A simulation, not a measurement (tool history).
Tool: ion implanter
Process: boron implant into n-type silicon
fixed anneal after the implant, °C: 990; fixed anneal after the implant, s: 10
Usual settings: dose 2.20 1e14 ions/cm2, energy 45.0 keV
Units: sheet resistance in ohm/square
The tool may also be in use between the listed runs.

| run | hour | dose | energy | wafers since the last listed run | hours since the last dose calibration | hours since the extraction supply was calibrated | hours since the gauge calibration | read-back reference wafer on the same gauge, sheet resistance | sheet resistance |
|---|---|---|---|---|---|---|---|---|---|
| 1 | 0.0 | 2.20 | 45.0 | 0 | 1259.8 | 5536.7 | 13.1 | 351.74 | 358.31 |
| 2 | 15.5 | 2.20 | 45.0 | 258 | 1275.3 | 5552.2 | 28.6 | 351.98 | 358.04 |
| 3 | 21.7 | 2.20 | 45.0 | 103 | 1281.5 | 5558.4 | 34.8 | 352.00 | 357.88 |
| 4 | 38.8 | 2.20 | 45.0 | 284 | 1298.6 | 5575.5 | 51.9 | 352.11 | 357.20 |
| 5 | 54.9 | 2.20 | 45.0 | 268 | 1314.7 | 5591.6 | 68.0 | 351.94 | 357.23 |
| 6 | 72.6 | 2.20 | 45.0 | 294 | 1332.4 | 5609.3 | 85.7 | 352.16 | 355.24 |
|  | 89.3 | Faraday cup replaced and dose calibrated |
| 7 | 89.8 | 2.20 | 45.0 | 153 | 0.5 | 5626.5 | 102.9 | 352.17 | 368.59 |
| 8 | 107.5 | 2.20 | 45.0 | 294 | 18.2 | 5644.2 | 120.6 | 352.19 | 370.46 |
| 9 | 123.9 | 2.20 | 45.0 | 273 | 34.6 | 5660.6 | 137.0 | 351.93 | 367.58 |
| 10 | 131.6 | 2.20 | 45.0 | 128 | 42.3 | 5668.3 | 144.7 | 352.02 | 369.42 |
| 11 | 138.0 | 2.20 | 45.0 | 106 | 48.7 | 5674.7 | 151.1 | 351.92 | 368.68 |
| 12 | 144.7 | 2.20 | 45.0 | 111 | 55.4 | 5681.4 | 157.8 | 351.99 | 369.69 |
| 13 | 156.3 | 2.41 | 45.0 | 193 | 67.0 | 5693.0 | 169.4 | 352.05 | 345.50 |
| 14 | 169.9 | 2.20 | 45.0 | 226 | 80.6 | 5706.6 | 183.0 | 351.89 | 365.79 |
| 15 | 180.7 | 2.37 | 59.0 | 179 | 91.4 | 5717.4 | 193.8 | 352.26 | 334.08 |
| 16 | 198.1 | 1.80 | 45.0 | 289 | 108.8 | 5734.8 | 211.2 | 351.71 | 419.53 |
| 17 | 209.9 | 2.20 | 45.0 | 196 | 120.6 | 5746.6 | 223.0 | 351.96 | 365.98 |
| 18 | 224.9 | 2.53 | 45.0 | 249 | 135.6 | 5761.6 | 238.0 | 352.25 | 333.47 |
|  | 240.9 | extraction supply calibrated |
| 19 | 241.4 | 2.20 | 45.0 | 141 | 152.1 | 0.5 | 254.5 | 352.38 | 364.27 |
| 20 | 245.5 | 2.20 | 32.5 | 68 | 156.2 | 4.6 | 258.6 | 351.88 | 381.57 |
| 21 | 261.1 | 2.71 | 45.0 | 259 | 171.8 | 20.2 | 274.2 | 351.97 | 317.46 |
| 22 | 272.9 | 1.69 | 51.0 | 196 | 183.6 | 32.0 | 286.0 | 351.89 | 427.89 |
|  | 289.4 | gauge calibrated |
| 23 | 290.2 | 2.20 | 45.0 | 287 | 200.9 | 49.3 | 0.8 | 351.61 | 366.65 |
| 24 | 300.9 | 1.59 | 56.0 | 178 | 211.6 | 60.0 | 11.5 | 351.97 | 435.87 |
| 25 | 311.9 | 1.55 | 45.0 | 183 | 222.6 | 71.0 | 22.5 | 351.86 | 459.16 |
| 26 | 328.3 | 2.20 | 45.0 | 273 | 239.0 | 87.4 | 38.9 | 351.83 | 365.15 |
| 27 | 339.5 | 2.72 | 45.0 | 186 | 250.2 | 98.6 | 50.1 | 351.82 | 315.31 |
| 28 | 348.7 | 2.20 | 35.5 | 153 | 259.4 | 107.8 | 59.3 | 352.35 | 374.49 |
| 29 | 363.7 | 2.44 | 31.5 | 249 | 274.4 | 122.8 | 74.3 | 352.05 | 353.51 |
| 30 | 372.8 | 2.57 | 45.0 | 151 | 283.5 | 131.9 | 83.4 | 352.03 | 327.90 |
| 31 | 388.8 | 2.20 | 45.0 | 266 | 299.5 | 147.9 | 99.4 | 352.12 | 361.08 |
| 32 | 401.5 | 2.77 | 54.0 | 211 | 312.2 | 160.6 | 112.1 | 352.29 | 301.42 |
| 33 | 417.2 | 1.73 | 38.0 | 261 | 327.9 | 176.3 | 127.8 | 351.91 | 439.08 |
| 34 | 427.6 | 2.47 | 54.0 | 173 | 338.3 | 186.7 | 138.2 | 351.63 | 325.86 |
| 35 | 436.7 | 2.60 | 58.5 | 151 | 347.4 | 195.8 | 147.3 | 352.23 | 311.36 |
| 36 | 445.7 | 2.20 | 45.0 | 149 | 356.4 | 204.8 | 156.3 | 351.89 | 363.66 |
| 37 | 453.7 | 2.61 | 30.5 | 133 | 364.4 | 212.8 | 164.3 | 352.02 | 337.62 |

Some steps in sheet resistance between neighbouring runs. How much of each would the tool show without its hidden state too (settings, what came in, random variation), and how much is left for the hidden state, with any gauge scatter that isn't in both results?
The hidden state here: deviation of the true dose from the Faraday cup's reading, %; deviation of the true energy from its setpoint, %; gauge reads high (%).
Run 6 -> 7: Faraday cup replaced and dose calibrated. sheet resistance +13.35 ohm/square: hidden state +11.76, all else +1.59.
Run 21 -> 22: dose 2.71 -> 1.69, energy 45.0 -> 51.0. sheet resistance +110.43 ohm/square: hidden state -1.32, all else +111.75.
Run 32 -> 33: dose 2.77 -> 1.73, energy 54.0 -> 38.0. sheet resistance +137.66 ohm/square: hidden state -2.90, all else +140.56.
Run 33 -> 34: dose 1.73 -> 2.47, energy 38.0 -> 54.0. sheet resistance -113.22 ohm/square: hidden state +2.20, all else -115.42.
